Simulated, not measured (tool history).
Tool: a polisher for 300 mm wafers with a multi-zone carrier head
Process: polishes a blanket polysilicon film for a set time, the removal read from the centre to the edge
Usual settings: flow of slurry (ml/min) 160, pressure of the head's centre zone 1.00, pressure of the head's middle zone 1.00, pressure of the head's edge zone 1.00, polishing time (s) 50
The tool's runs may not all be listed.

run,hour,flow of slurry (ml/min),pressure of the head's centre zone,pressure of the head's middle zone,pressure of the head's edge zone,polishing time (s),"incoming thickness of the incoming film, nm",film removed at the wafer's centre (angstrom),film removed at mid-radius (angstrom),film removed at the wafer's edge (angstrom)
1,0.0,160,1.00,1.00,1.00,45,1849.0,5474,5467,5556
2,51.8,160,1.00,1.00,1.00,45,1830.1,5424,5497,5399
3,114.8,160,1.00,1.00,1.00,45,1833.7,5544,5395,5372
# hour 121.7: worn pad replaced by a new one
4,140.0,160,1.00,1.00,1.00,50,1817.5,6187,6201,6376
# hour 173.5: slurry nozzle cleaned
5,205.4,160,1.00,1.00,1.00,50,1860.2,6190,6178,6171
6,252.6,160,1.00,1.00,1.00,50,1802.9,6051,6203,6024
7,277.8,160,1.00,1.00,1.00,50,1806.2,6043,6028,6198
# hour 288.6: centre zone pressure recalibrated
8,327.9,160,1.00,1.00,1.00,50,1836.0,6002,5935,5996
# hour 361.6: worn pad replaced by a new one
9,399.2,160,1.00,1.00,1.00,50,1821.3,6207,6179,6267
10,442.5,160,1.00,1.00,1.00,50,1832.9,6132,6040,6008
# hour 585.5: worn pad replaced by a new one
# hour 610.1: edge zone pressure recalibrated
11,637.2,160,1.00,1.00,1.00,50,1828.0,6197,6259,6351
# hour 649.9: carrier head's membrane replaced by a new one
12,675.4,180,0.91,1.00,1.00,59,1838.3,6695,7310,7364
# hour 722.6: slurry nozzle cleaned
13,742.4,200,1.00,1.09,1.00,38,1812.2,4779,5137,4770
14,782.4,135,1.00,1.00,0.89,62,1825.4,7346,7307,7194
# hour 791.8: worn pad replaced by a new one
15,824.5,180,1.00,1.00,1.05,50,1814.0,6422,6317,6411
# hour 856.4: centre zone pressure recalibrated
16,857.4,205,1.00,1.00,1.00,39,1826.3,4992,4931,4951
17,908.2,160,1.00,0.91,1.00,50,1810.7,6122,5543,6216
18,971.7,180,0.91,1.00,1.00,59,1869.9,6606,7155,7066
# hour 1023.1: worn pad replaced by a new one
19,1036.1,200,1.00,1.00,1.00,50,1827.9,6524,6431,6549
20,1083.6,205,1.00,1.00,1.00,39,1792.6,5030,4952,4889
21,1134.7,160,0.93,0.88,1.00,55,1798.8,6297,5968,6746
22,1197.3,200,1.00,1.00,1.00,37,1797.4,4538,4594,4651

3 ways to go on from here, each from the tool as it stands after run 22. What would each give?
A,1197.7,185,1.00,1.00,1.00,50,1812.9,?,?,?
B,1197.7,160,0.89,1.00,1.00,50,1812.9,?,?,?
C,1197.7,195,1.00,1.00,1.12,50,1812.9,?,?,?

run,film removed at the wafer's centre (angstrom),film removed at mid-radius (angstrom),film removed at the wafer's edge (angstrom)
A,6044,6119,6036
B,5264,6012,5957
C,6087,6157,6255
Without the tool's hidden state the same runs would have given:
run,film removed at the wafer's centre (angstrom),film removed at mid-radius (angstrom),film removed at the wafer's edge (angstrom)
A,6454,6534,6446
B,5622,6420,6361
C,6500,6575,6680
